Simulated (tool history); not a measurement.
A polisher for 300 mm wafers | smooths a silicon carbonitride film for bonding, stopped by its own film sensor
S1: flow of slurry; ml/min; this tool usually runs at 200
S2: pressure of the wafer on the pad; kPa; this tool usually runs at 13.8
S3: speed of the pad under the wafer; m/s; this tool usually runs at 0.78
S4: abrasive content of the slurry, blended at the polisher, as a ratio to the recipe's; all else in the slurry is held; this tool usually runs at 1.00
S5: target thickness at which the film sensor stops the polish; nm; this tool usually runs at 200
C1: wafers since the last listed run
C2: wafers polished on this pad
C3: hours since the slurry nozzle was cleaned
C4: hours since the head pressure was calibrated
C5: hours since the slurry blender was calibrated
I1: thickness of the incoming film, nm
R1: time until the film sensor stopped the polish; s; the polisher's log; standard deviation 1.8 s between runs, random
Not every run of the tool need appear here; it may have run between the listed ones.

| run | day | S1 | S2 | S3 | S4 | S5 | C1 | C2 | C3 | C4 | C5 | I1 | R1 |
|---|---|---|---|---|---|---|---|---|---|---|---|---|---|
| 1 | 0.000 | 200 | 13.8 | 0.78 | 1.00 | 200 | 0 | 3895 | 356.0 | 527.6 | 350.7 | 233.1 | 178.9 |
| 2 | 4.158 | 200 | 13.8 | 0.78 | 1.00 | 200 | 773 | 4668 | 455.8 | 627.4 | 450.5 | 229.2 | 160.2 |
|  | 5.529 | head pressure recalibrated |
|  | 7.329 | worn pad replaced by a new one |
| 3 | 7.933 | 200 | 13.8 | 0.78 | 1.00 | 200 | 655 | 112 | 546.4 | 57.7 | 541.1 | 231.1 | 152.8 |
|  | 10.538 | slurry blender recalibrated |
|  | 11.708 | slurry nozzle cleaned |
| 4 | 12.321 | 200 | 15.9 | 0.78 | 1.00 | 200 | 792 | 905 | 14.7 | 163.0 | 42.8 | 230.2 | 123.0 |
| 5 | 15.929 | 200 | 15.9 | 0.78 | 1.00 | 200 | 670 | 1576 | 101.3 | 249.6 | 129.4 | 228.2 | 114.9 |
| 6 | 20.225 | 200 | 15.9 | 0.78 | 1.00 | 200 | 798 | 2374 | 204.4 | 352.7 | 232.5 | 228.7 | 121.2 |
| 7 | 24.212 | 250 | 13.8 | 0.56 | 1.00 | 200 | 741 | 3116 | 300.1 | 448.4 | 328.2 | 230.6 | 193.6 |
| 8 | 28.625 | 250 | 13.8 | 0.56 | 1.00 | 200 | 820 | 3936 | 406.0 | 554.3 | 434.1 | 234.2 | 225.4 |
|  | 31.033 | head pressure recalibrated |
|  | 34.808 | worn pad replaced by a new one |
|  | 39.217 | slurry blender recalibrated |
|  | 40.238 | slurry nozzle cleaned |
| 9 | 40.429 | 200 | 13.8 | 0.78 | 1.00 | 200 | 2125 | 1022 | 4.6 | 225.5 | 29.1 | 229.2 | 136.1 |
| 10 | 42.388 | 200 | 10.3 | 0.78 | 1.00 | 200 | 364 | 1386 | 51.6 | 272.5 | 76.1 | 225.4 | 157.3 |
| 11 | 44.204 | 200 | 13.8 | 0.78 | 1.00 | 207 | 337 | 1724 | 95.2 | 316.1 | 119.7 | 234.5 | 130.4 |
| 12 | 46.638 | 225 | 17.9 | 0.56 | 1.10 | 200 | 452 | 2176 | 153.6 | 374.5 | 178.1 | 234.5 | 156.2 |
| 13 | 49.846 | 255 | 11.0 | 0.78 | 1.00 | 208 | 596 | 2773 | 230.6 | 451.5 | 255.1 | 227.0 | 115.2 |
|  | 57.038 | head pressure recalibrated |
| 14 | 60.562 | 200 | 13.8 | 0.78 | 1.00 | 200 | 1977 | 4750 | 487.8 | 84.6 | 512.3 | 226.7 | 129.2 |
| 15 | 64.483 | 260 | 13.8 | 0.78 | 1.00 | 200 | 728 | 5479 | 581.9 | 178.7 | 606.4 | 229.3 | 135.2 |
|  | 64.729 | worn pad replaced by a new one |
| 16 | 68.750 | 200 | 17.2 | 0.56 | 1.00 | 200 | 762 | 747 | 684.3 | 281.1 | 708.8 | 227.5 | 142.0 |
|  | 69.950 | slurry blender recalibrated |
|  | 70.321 | slurry nozzle cleaned |
| 17 | 72.112 | 200 | 13.8 | 0.78 | 1.00 | 200 | 601 | 1349 | 43.0 | 361.8 | 51.9 | 228.7 | 139.4 |
| 18 | 74.996 | 200 | 13.8 | 0.56 | 1.00 | 191 | 536 | 1885 | 112.2 | 431.0 | 121.1 | 228.7 | 237.1 |
| 19 | 77.279 | 200 | 13.8 | 0.70 | 1.00 | 195 | 424 | 2310 | 167.0 | 485.8 | 175.9 | 229.9 | 189.7 |
| 20 | 80.633 | 200 | 9.0 | 0.78 | 1.00 | 200 | 623 | 2933 | 247.5 | 566.3 | 256.4 | 234.4 | 277.7 |
|  | 82.704 | head pressure recalibrated |
| 21 | 82.908 | 180 | 13.8 | 0.78 | 1.00 | 200 | 407 | 3341 | 302.1 | 4.9 | 311.0 | 227.4 | 132.0 |
| 22 | 84.550 | 245 | 16.5 | 0.94 | 1.00 | 196 | 305 | 3646 | 341.5 | 44.3 | 350.4 | 227.2 | 102.8 |
| 23 | 88.188 | 200 | 15.9 | 0.98 | 1.00 | 200 | 676 | 4322 | 428.8 | 131.6 | 437.7 | 231.2 | 109.4 |
|  | 90.325 | worn pad replaced by a new one |
| 24 | 91.258 | 200 | 13.8 | 0.64 | 1.00 | 200 | 539 | 173 | 502.5 | 205.3 | 511.4 | 227.2 | 156.6 |
| 25 | 94.704 | 200 | 13.8 | 0.66 | 1.00 | 197 | 640 | 814 | 585.2 | 288.0 | 594.1 | 234.2 | 209.7 |
| 26 | 96.300 | 200 | 13.8 | 0.78 | 1.00 | 200 | 296 | 1111 | 623.5 | 326.3 | 632.4 | 229.5 | 151.2 |
|  | 99.800 | slurry blender recalibrated |
| 27 | 99.842 | 260 | 13.8 | 0.92 | 1.30 | 192 | 643 | 1754 | 708.5 | 411.3 | 1.0 | 227.4 | 140.7 |
|  | 100.379 | slurry nozzle cleaned |
| 28 | 103.021 | 180 | 15.2 | 0.78 | 1.00 | 203 | 583 | 2337 | 63.4 | 487.6 | 77.3 | 228.4 | 110.7 |

For some of the steps in R1 from one run to the next: how much would appear even if the tool had no hidden state, given the settings, what came in and random variation, and how much remains for the hidden state plus any gauge scatter that the measured result and the result without hidden state don't share?
Hidden state at play: removal rate lost through wear of the pad, %; slurry flow missing at the pad, %; deviation of the head's pressure from its setpoint, %; abrasive missing from the slurry, %.
Run 8 -> 9: S1 250 -> 200, S3 0.56 -> 0.78, head pressure recalibrated, worn pad replaced by a new one, slurry blender recalibrated, slurry nozzle cleaned. R1 -89.3 s: hidden state -28.0, all else -61.3.
Run 17 -> 18: S3 0.78 -> 0.56, S5 200 -> 191. R1 +97.7 s: hidden state +9.4, all else +88.3.
Run 20 -> 21: S1 200 -> 180, S2 9.0 -> 13.8, head pressure recalibrated. R1 -145.7 s: hidden state -28.6, all else -117.1.
